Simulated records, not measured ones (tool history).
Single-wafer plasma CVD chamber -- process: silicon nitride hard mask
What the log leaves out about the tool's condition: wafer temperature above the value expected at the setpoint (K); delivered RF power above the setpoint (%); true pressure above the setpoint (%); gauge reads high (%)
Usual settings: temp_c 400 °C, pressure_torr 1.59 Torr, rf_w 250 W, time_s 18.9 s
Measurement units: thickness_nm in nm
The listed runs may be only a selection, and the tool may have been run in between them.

run   hour  temp_c  pressure_torr  rf_w  time_s  wafers since the last listed run  hours since the last thermocouple change  hours since the last RF generator calibration  hours since the last manometer calibration  hours since the showerhead was replaced  hours since the gauge calibration  read-back reference wafer on the same gauge, thickness_nm  thickness_nm
  1    0.0     400           1.59   250    18.9                                 0                                    2365.3                                         1705.6                                      1253.2                                   4502.9                              408.7                                                     20.177        17.277
      18.1  -- capacitance manometer re-zeroed and calibrated
  2   18.6     400           1.59   250    18.9                               206                                    2383.9                                         1724.2                                         0.5                                   4521.5                              427.3                                                     20.163        17.591
  3   27.0     400           1.59   250    18.9                               163                                    2392.3                                         1732.6                                         8.9                                   4529.9                              435.7                                                     20.164        17.753
      53.6  -- RF generator calibrated
  4   72.4     400           1.59   250    21.1                               728                                    2437.7                                           18.8                                        54.3                                   4575.3                              481.1                                                     20.193        19.803
  5   84.7     400           1.59   250    21.1                               239                                    2450.0                                           31.1                                        66.6                                   4587.6                              493.4                                                     20.172        19.798
  6  101.5     400           1.85   250    20.2                               327                                    2466.8                                           47.9                                        83.4                                   4604.4                              510.2                                                     20.197        19.762
  7  111.4     400           1.85   250    20.2                               192                                    2476.7                                           57.8                                        93.3                                   4614.3                              520.1                                                     20.185        19.727
     130.2  -- showerhead replaced
  8  130.7     400           1.59   250    18.9                               220                                    2496.0                                           77.1                                       112.6                                      0.5                              539.4                                                     20.185        17.587
  9  137.1     390           1.59   250    22.3                               124                                    2502.4                                           83.5                                       119.0                                      6.9                              545.8                                                     20.193        20.882
 10  143.2     392           1.59   205    18.9                               118                                    2508.5                                           89.6                                       125.1                                     13.0                              551.9                                                     20.220        14.546
 11  151.9     400           1.59   250    18.9                               169                                    2517.2                                           98.3                                       133.8                                     21.7                              560.6                                                     20.196        17.728
     160.5  -- gauge calibrated
     161.0  -- thermocouple changed; heater temperature recalibrated
 12  161.5     400           1.59   250    18.9                                31                                       0.5                                          107.9                                       143.4                                     31.3                                1.0                                                     20.184        17.599
 13  169.0     408           1.59   250    18.9                               146                                       8.0                                          115.4                                       150.9                                     38.8                                8.5                                                     20.196        17.541
 14  184.6     400           1.59   285    18.9                               303                                      23.6                                          131.0                                       166.5                                     54.4                               24.1                                                     20.224        19.851
 15  200.9     400           1.59   250    18.9                               317                                      39.9                                          147.3                                       182.8                                     70.7                               40.4                                                     20.224        17.624
 16  213.6     400           1.95   250    16.6                               247                                      52.6                                          160.0                                       195.5                                     83.4                               53.1                                                     20.191        16.471
 17  225.4     400           1.59   250    22.6                               229                                      64.4                                          171.8                                       207.3                                     95.2                               64.9                                                     20.211        21.114
 18  234.3     400           1.59   250    18.9                               173                                      73.3                                          180.7                                       216.2                                    104.1                               73.8                                                     20.204        17.672
 19  241.3     400           1.59   250    18.9                               136                                      80.3                                          187.7                                       223.2                                    111.1                               80.8                                                     20.195        17.588
 20  250.4     385           1.94   230    17.6                               177                                      89.4                                          196.8                                       232.3                                    120.2                               89.9                                                     20.201        16.300
 21  257.6     400           1.59   300    18.9                               140                                      96.6                                          204.0                                       239.5                                    127.4                               97.1                                                     20.202        20.571
 22  266.9     400           1.96   205    18.9                               181                                     105.9                                          213.3                                       248.8                                    136.7                              106.4                                                     20.183        15.456
 23  279.4     400           1.59   250    18.9                               243                                     118.4                                          225.8                                       261.3                                    149.2                              118.9                                                     20.177        17.639

Run 24 is up next; what results do you expect?
 24  294.6     400           1.59   250    18.9                               296                                     133.6                                          241.0                                       276.5                                    164.4                              134.1                                                          ?             ?

read-back reference wafer on the same gauge, thickness_nm: 20.213
thickness_nm: 17.520 nm
If the tool had no hidden condition, the same run with the same run-to-run variation would have returned thickness_nm 17.594 nm.
